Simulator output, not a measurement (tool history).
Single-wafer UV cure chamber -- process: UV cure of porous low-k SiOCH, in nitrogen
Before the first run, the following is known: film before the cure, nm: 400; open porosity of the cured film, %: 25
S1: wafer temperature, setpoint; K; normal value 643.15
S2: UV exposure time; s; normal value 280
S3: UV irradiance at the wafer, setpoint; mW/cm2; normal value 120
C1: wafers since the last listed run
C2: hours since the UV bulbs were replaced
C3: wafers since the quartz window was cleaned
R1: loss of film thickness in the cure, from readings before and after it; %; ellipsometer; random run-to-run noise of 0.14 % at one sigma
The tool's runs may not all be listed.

run,hour,S1,S2,S3,C1,C2,C3,R1
1,0.0,634.15,280,120,0,1057.6,700,12.712
2,101.7,634.15,280,120,821,1159.3,1521,12.569
3,147.5,634.15,280,110,369,1205.1,1891,12.018
# hour 178.8: quartz window cleaned
4,204.2,634.15,280,110,393,1261.8,205,12.119
5,256.5,634.15,280,110,422,1314.1,627,11.963
6,312.6,643.15,280,120,453,1370.2,1080,12.693
7,353.1,643.15,280,120,327,1410.7,1408,12.635
8,420.9,643.15,280,104,547,1478.5,1955,11.905
# hour 453.1: quartz window cleaned
9,485.5,643.15,280,104,457,1543.1,261,11.977
10,545.6,643.15,280,129,485,1603.2,747,13.169
11,578.3,655.15,235,92,264,1635.9,1011,10.759
12,605.3,643.15,365,109,218,1662.9,1229,13.439
13,637.7,643.15,280,120,261,1695.3,1491,12.898
# hour 712.1: quartz window cleaned
14,712.6,628.15,125,160,540,1770.2,4,9.886
15,755.9,643.15,280,104,349,1813.5,354,12.030
# hour 769.9: UV bulbs replaced
16,786.7,634.15,280,110,184,16.8,538,13.231
17,816.1,638.15,170,150,237,46.2,775,12.388
18,844.1,649.15,140,120,226,74.2,1002,10.592
19,868.5,643.15,175,81,197,98.6,1199,9.891
20,914.2,629.15,190,91,369,144.3,1568,10.301
21,966.8,643.15,175,120,424,196.9,1993,11.518

Hidden state or all else? Some run-to-run changes of R1, split into what the settings, what came in and random variation would give without the hidden state, and what is left for the hidden state (with any gauge scatter that isn't in both results):
The tool's hidden condition here consists of: lamp output below its setpoint, %; transmission lost against a clean window, %.
Run 11 -> 12: S1 655.15 -> 643.15, S2 235 -> 365, S3 92 -> 109. R1 +2.680 %: hidden state -0.078, all else +2.758.
Run 13 -> 14: S1 643.15 -> 628.15, S2 280 -> 125, S3 120 -> 160, quartz window cleaned. R1 -3.012 %: hidden state +0.090, all else -3.102.
Run 15 -> 16: S1 643.15 -> 634.15, S3 104 -> 110, UV bulbs replaced. R1 +1.201 %: hidden state +1.402, all else -0.201.
Run 20 -> 21: S1 629.15 -> 643.15, S2 190 -> 175, S3 91 -> 120. R1 +1.217 %: hidden state -0.094, all else +1.311.

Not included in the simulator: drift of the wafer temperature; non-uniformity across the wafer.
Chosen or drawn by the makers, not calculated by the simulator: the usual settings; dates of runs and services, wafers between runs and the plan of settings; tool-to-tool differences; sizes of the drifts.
